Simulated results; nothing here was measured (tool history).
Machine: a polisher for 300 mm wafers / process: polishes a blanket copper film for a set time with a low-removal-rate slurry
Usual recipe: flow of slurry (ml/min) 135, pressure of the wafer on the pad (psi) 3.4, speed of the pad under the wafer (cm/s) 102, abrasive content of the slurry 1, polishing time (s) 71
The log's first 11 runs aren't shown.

run	hour	flow of slurry (ml/min)	pressure of the wafer on the pad (psi)	speed of the pad under the wafer (cm/s)	abrasive content of the slurry	polishing time (s)	wafers since the last listed run	wafers polished on this pad	hours since the slurry nozzle was cleaned	hours since the head pressure was calibrated	hours since the slurry blender was calibrated	incoming thickness of the incoming film, nm	film removed (Å)
12	1107.3	135	3.4	102	1.2	48	657	3120	558.1	402	142.3	1457.5	1542
13	1157.2	135	4.3	102	1.2	71	336	3456	608	451.9	192.2	1471.2	2858
14	1199.9	100	3.4	102	1	71	287	3744	650.7	494.6	234.9	1473.4	2043
15	1252	165	3.4	102	1.15	71	351	4095	702.8	546.7	287	1444.7	2328
16	1297.9	135	3.4	102	1.25	79	309	4404	748.7	592.6	332.9	1459	2571
# hour 1350.9: slurry nozzle cleaned
# hour 1395.9: worn pad replaced by a new one
# hour 1399.1: head pressure recalibrated
17	1436	135	2.3	102	1.1	71	883	257	85.1	36.9	471	1468.2	1546
18	1489	135	2.5	102	1	82	357	614	138.1	89.9	524	1444.8	1854
19	1673.4	150	3.4	92	0.8	78	1242	1856	322.5	274.3	708.4	1445.9	2123
# hour 1713.4: slurry blender recalibrated
20	1820	160	4.2	102	1	71	974	2831	469.1	420.9	106.6	1466.1	2778
21	1890	135	4.1	88	1	55	471	3302	539.1	490.9	176.6	1436	1764
# hour 1977.2: slurry nozzle cleaned
22	1992.8	135	3.4	102	1	71	685	3988	15.6	593.7	279.4	1450.6	2166
# hour 2124.1: head pressure recalibrated
# hour 2128.3: worn pad replaced by a new one
23	2181.7	100	4.2	118	1	71	1232	359	204.5	57.6	468.3	1448.9	2936
24	2275.6	135	3.4	102	1	71	632	992	298.4	151.5	562.2	1442.1	2191
25	2317	135	3.4	102	1	47	278	1271	339.8	192.9	603.6	1445.7	1436
26	2398.5	135	3.4	102	1	71	549	1820	421.3	274.4	685.1	1466.1	2213
27	2446.6	155	3.4	102	0.85	71	324	2144	469.4	322.5	733.2	1433	2200
28	2484.6	135	3.4	102	1	71	256	2400	507.4	360.5	771.2	1447.6	2187
# hour 2553.5: slurry blender recalibrated
29	2582.8	135	3.4	102	1	71	648	3048	605.6	458.7	29.3	1442.1	2177
30	2626.8	135	4.1	102	1	57	296	3345	649.6	502.7	73.3	1449.9	2154

What if the next run were any one of these 4? Each begins from the tool's condition after run 30:
A	2627.3	135	3.4	102	1	71	3	3348	650.1	503.2	73.8	1441	?
B	2627.3	135	2.5	102	1	90	3	3348	650.1	503.2	73.8	1441	?
C	2627.3	115	3.4	102	1	71	3	3348	650.1	503.2	73.8	1441	?
D	2627.3	110	3.4	68	1.2	83	3	3348	650.1	503.2	73.8	1441	?

run	film removed (Å)
A	2196
B	2064
C	2117
D	1700
With the hidden condition removed and each run's random variation left untouched, the same runs would have given:
run	film removed (Å)
A	2196
B	2064
C	2117
D	1700
